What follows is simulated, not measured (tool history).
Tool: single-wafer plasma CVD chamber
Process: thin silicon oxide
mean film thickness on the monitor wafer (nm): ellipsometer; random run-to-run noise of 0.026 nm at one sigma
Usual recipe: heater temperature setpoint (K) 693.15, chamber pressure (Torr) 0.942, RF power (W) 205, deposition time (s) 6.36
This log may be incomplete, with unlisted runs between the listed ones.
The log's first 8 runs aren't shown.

| run | hour | heater temperature setpoint (K) | chamber pressure (Torr) | RF power (W) | deposition time (s) | wafers since the last listed run | hours since the last thermocouple change | hours since the last RF generator calibration | hours since the last manometer calibration | hours since the showerhead was replaced | hours since the gauge calibration | read-back reference wafer on the same gauge, thickness_nm | mean film thickness on the monitor wafer (nm) |
|---|---|---|---|---|---|---|---|---|---|---|---|---|---|
| 9 | 101.9 | 693.15 | 0.942 | 205 | 6.36 | 177 | 2503.5 | 2067.4 | 23.0 | 6796.7 | 337.4 | 11.207 | 11.172 |
|  | 108.7 | gauge calibrated |
| 10 | 112.6 | 693.15 | 0.942 | 205 | 6.36 | 208 | 2514.2 | 2078.1 | 33.7 | 6807.4 | 3.9 | 11.193 | 11.133 |
| 11 | 129.6 | 693.15 | 0.942 | 205 | 6.36 | 331 | 2531.2 | 2095.1 | 50.7 | 6824.4 | 20.9 | 11.192 | 11.240 |
|  | 148.3 | showerhead replaced |
|  | 178.0 | thermocouple changed; heater temperature recalibrated |
| 12 | 178.5 | 704.15 | 0.942 | 205 | 6.36 | 640 | 0.5 | 2144.0 | 99.6 | 30.2 | 69.8 | 11.206 | 11.169 |
| 13 | 187.7 | 693.15 | 0.942 | 205 | 6.36 | 179 | 9.7 | 2153.2 | 108.8 | 39.4 | 79.0 | 11.197 | 11.221 |
| 14 | 195.0 | 693.15 | 0.942 | 205 | 6.36 | 142 | 17.0 | 2160.5 | 116.1 | 46.7 | 86.3 | 11.203 | 11.259 |
| 15 | 207.7 | 693.15 | 0.942 | 205 | 6.36 | 247 | 29.7 | 2173.2 | 128.8 | 59.4 | 99.0 | 11.203 | 11.243 |
| 16 | 215.7 | 705.15 | 0.942 | 205 | 6.36 | 155 | 37.7 | 2181.2 | 136.8 | 67.4 | 107.0 | 11.191 | 11.168 |
|  | 231.6 | RF generator calibrated |
| 17 | 234.6 | 693.15 | 0.819 | 205 | 6.36 | 212 | 56.6 | 3.0 | 155.7 | 86.3 | 125.9 | 11.201 | 9.847 |
| 18 | 250.8 | 693.15 | 0.942 | 190 | 5.99 | 315 | 72.8 | 19.2 | 171.9 | 102.5 | 142.1 | 11.206 | 10.232 |
| 19 | 257.2 | 693.15 | 0.942 | 180 | 7.12 | 124 | 79.2 | 25.6 | 178.3 | 108.9 | 148.5 | 11.206 | 11.870 |
| 20 | 263.3 | 693.15 | 0.942 | 165 | 5.44 | 118 | 85.3 | 31.7 | 184.4 | 115.0 | 154.6 | 11.198 | 8.670 |
| 21 | 274.5 | 687.15 | 0.833 | 205 | 7.03 | 218 | 96.5 | 42.9 | 195.6 | 126.2 | 165.8 | 11.209 | 11.130 |
| 22 | 313.0 | 693.15 | 0.942 | 205 | 6.36 | 750 | 135.0 | 81.4 | 234.1 | 164.7 | 204.3 | 11.211 | 11.339 |
| 23 | 324.4 | 693.15 | 0.942 | 205 | 6.36 | 222 | 146.4 | 92.8 | 245.5 | 176.1 | 215.7 | 11.209 | 11.389 |
| 24 | 332.6 | 693.15 | 0.942 | 205 | 6.63 | 159 | 154.6 | 101.0 | 253.7 | 184.3 | 223.9 | 11.196 | 11.843 |
| 25 | 341.2 | 693.15 | 0.826 | 205 | 6.36 | 167 | 163.2 | 109.6 | 262.3 | 192.9 | 232.5 | 11.192 | 9.994 |
| 26 | 351.7 | 702.15 | 0.807 | 205 | 7.36 | 204 | 173.7 | 120.1 | 272.8 | 203.4 | 243.0 | 11.195 | 11.197 |
| 27 | 360.0 | 693.15 | 0.942 | 205 | 6.96 | 161 | 182.0 | 128.4 | 281.1 | 211.7 | 251.3 | 11.201 | 12.410 |
| 28 | 368.2 | 693.15 | 0.942 | 205 | 6.36 | 159 | 190.2 | 136.6 | 289.3 | 219.9 | 259.5 | 11.209 | 11.414 |
| 29 | 378.9 | 693.15 | 0.942 | 205 | 6.74 | 208 | 200.9 | 147.3 | 300.0 | 230.6 | 270.2 | 11.200 | 12.072 |
| 30 | 393.6 | 680.15 | 0.731 | 205 | 7.22 | 286 | 215.6 | 162.0 | 314.7 | 245.3 | 284.9 | 11.203 | 9.923 |

Here are 3 independent what-if runs from the current tool condition. What would each one return?
| A | 394.0 | 693.15 | 0.942 | 205 | 6.36 | 7 | 216.0 | 162.4 | 315.1 | 245.7 | 285.3 | ? | ? |
| B | 394.0 | 693.15 | 0.775 | 205 | 5.64 | 7 | 216.0 | 162.4 | 315.1 | 245.7 | 285.3 | ? | ? |
| C | 394.0 | 693.15 | 0.942 | 235 | 7.53 | 7 | 216.0 | 162.4 | 315.1 | 245.7 | 285.3 | ? | ? |

| run | read-back reference wafer on the same gauge, thickness_nm | mean film thickness on the monitor wafer (nm) |
|---|---|---|
| A | 11.193 | 11.380 |
| B | 11.193 | 8.261 |
| C | 11.193 | 14.341 |
With no hidden state in the tool, these same runs would have given:
| run | mean film thickness on the monitor wafer (nm) |
|---|---|
| A | 11.218 |
| B | 8.128 |
| C | 14.136 |
